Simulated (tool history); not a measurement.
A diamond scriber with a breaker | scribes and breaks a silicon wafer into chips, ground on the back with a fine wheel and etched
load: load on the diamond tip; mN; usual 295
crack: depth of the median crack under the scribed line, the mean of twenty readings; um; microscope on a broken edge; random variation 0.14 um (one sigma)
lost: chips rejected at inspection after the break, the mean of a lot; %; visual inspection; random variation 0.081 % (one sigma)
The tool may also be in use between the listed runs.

| run | hour | load | incoming depth of the damage left on the back of the incoming wafer, um | crack | lost |
|---|---|---|---|---|---|
| 1 | 0 | 353 | 0.4 | 10.42 | 1.1 |
| 2 | 10.6 | 353 | 0.62 | 10.72 | 1.1 |
| 3 | 17.8 | 246 | 0.57 | 8.37 | 7.15 |
| 4 | 25.6 | 295 | 0.52 | 9.36 | 2.84 |
| 5 | 40.1 | 295 | 0.64 | 9.33 | 2.6 |
| 6 | 49.3 | 295 | 0.62 | 9.47 | 2.67 |
| 7 | 59.8 | 295 | 0.62 | 9.28 | 2.72 |
| 8 | 68.3 | 295 | 0.58 | 9.14 | 2.56 |
| 9 | 84.4 | 295 | 0.78 | 9.58 | 3.11 |
| 10 | 91.8 | 295 | 0.38 | 9.29 | 2.8 |
| 11 | 117.3 | 356 | 0.79 | 10.62 | 1.1 |
| 12 | 130 | 320 | 0.48 | 9.61 | 1.48 |
| 13 | 147.2 | 320 | 0.38 | 10.71 | 1.15 |
| 14 | 163.2 | 295 | 0.42 | 10.23 | 1.4 |
| 15 | 172.9 | 295 | 0.66 | 10.11 | 1.43 |
| 16 | 184.8 | 295 | 0.72 | 9.94 | 1.41 |
| 17 | 190.8 | 295 | 0.54 | 10.02 | 1.5 |
| 18 | 203 | 347 | 0.64 | 11.31 | 1.78 |
| 19 | 220.3 | 295 | 0.52 | 10.02 | 1.35 |
| 20 | 237.4 | 369 | 0.61 | 11.3 | 2.48 |
| 21 | 245.8 | 360 | 0.53 | 11.41 | 1.97 |
| 22 | 267.1 | 365 | 0.43 | 11.46 | 1.92 |
| 23 | 276.7 | 346 | 0.75 | 10.71 | 1.21 |
| 24 | 285.2 | 328 | 0.63 | 10.44 | 1.19 |
| 25 | 297.7 | 362 | 0.59 | 11.16 | 1.86 |
| 26 | 311.8 | 236 | 0.66 | 8.53 | 7.72 |
| 27 | 320.8 | 265 | 0.31 | 9.2 | 3.71 |
| 28 | 335.3 | 221 | 0.46 | 7.97 | 9.7 |
| 29 | 343.3 | 322 | 0.72 | 10.12 | 1.28 |
| 30 | 360.6 | 295 | 0.46 | 9.51 | 2 |
| 31 | 366.7 | 258 | 0.79 | 8.87 | 4.31 |
| 32 | 382.7 | 295 | 0.53 | 9.42 | 2.2 |
| 33 | 400.3 | 225 | 0.3 | 7.89 | 10.08 |

Taken out of this log: 2 entries between the listed runs. Where each belongs, and how the hidden state differs across it:
Between runs 12 and 13: load on the tip recalibrated (hour 132.8)
  deviation of the load on the tip from its setpoint, %: -15.1 -> -3.87
  measured less the result without the state, crack: -1.14 -> -0.29 um; lost: +0.02 -> -0.28 %
Between runs 13 and 14: diamond tip replaced by a new one (hour 161.4)
  deviation of the load on the tip from its setpoint, %: -3.87 -> -4.62
  measured less the result without the state, crack: -0.29 -> -0.33 um; lost: -0.28 -> +0.15 %
